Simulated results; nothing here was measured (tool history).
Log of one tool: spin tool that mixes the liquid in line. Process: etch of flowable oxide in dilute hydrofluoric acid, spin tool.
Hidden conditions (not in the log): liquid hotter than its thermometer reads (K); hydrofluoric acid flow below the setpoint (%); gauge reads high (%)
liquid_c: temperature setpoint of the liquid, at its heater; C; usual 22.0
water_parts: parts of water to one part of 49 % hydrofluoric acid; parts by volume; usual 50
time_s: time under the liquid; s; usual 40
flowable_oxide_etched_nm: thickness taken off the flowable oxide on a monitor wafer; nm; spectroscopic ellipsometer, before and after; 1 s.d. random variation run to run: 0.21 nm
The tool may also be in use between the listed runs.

run	hour	liquid_c	water_parts	time_s	wafers since the last listed run	hours since the thermometer was replaced	hours since the hydrofluoric acid flow meter was replaced	hours since the gauge calibration	read-back film thickness of the flowable oxide reference wafer, read on the same gauge (nm)	flowable_oxide_etched_nm
1	0.0	18.5	50	40	0	2652.1	328.4	203.4	79.99	29.56
2	26.6	22.0	50	55	208	2678.7	355.0	230.0	80.02	46.47
3	116.4	22.0	50	55	702	2768.5	444.8	319.8	80.04	47.02
4	185.6	22.0	50	55	541	2837.7	514.0	389.0	79.99	46.60
5	248.0	22.0	50	40	488	2900.1	576.4	451.4	79.99	33.98
6	279.2	22.0	50	40	244	2931.3	607.6	482.6	80.03	33.67
# hour 330.9: hydrofluoric acid flow meter replaced
7	340.0	22.0	60	55	468	2992.1	9.1	543.4	80.01	38.10
8	364.9	22.0	60	55	194	3017.0	34.0	568.3	79.98	37.78
9	399.4	22.0	60	55	270	3051.5	68.5	602.8	80.01	37.63
# hour 416.9: gauge calibrated
10	445.7	22.0	60	55	362	3097.8	114.8	28.8	79.99	37.90
11	493.9	26.0	50	50	377	3146.0	163.0	77.0	79.98	49.53
12	518.7	22.0	50	25	194	3170.8	187.8	101.8	80.00	21.20
13	552.3	27.0	35	60	262	3204.4	221.4	135.4	80.01	90.31
# hour 568.0: thermometer replaced
14	581.2	22.0	50	40	218	13.2	250.3	164.3	80.01	33.59
15	627.9	19.5	60	40	365	59.9	297.0	211.0	79.99	25.11

Run 16 is up next; what results do you expect?
16	692.2	22.0	50	40	503	124.2	361.3	275.3	?	?

{"run 16": {"read-back film thickness of the flowable oxide reference wafer, read on the same gauge (nm)": 79.99, "flowable_oxide_etched_nm": 33.9}}
The same run, on a tool lacking any hidden state, would have yielded flowable_oxide_etched_nm 33.90 nm.

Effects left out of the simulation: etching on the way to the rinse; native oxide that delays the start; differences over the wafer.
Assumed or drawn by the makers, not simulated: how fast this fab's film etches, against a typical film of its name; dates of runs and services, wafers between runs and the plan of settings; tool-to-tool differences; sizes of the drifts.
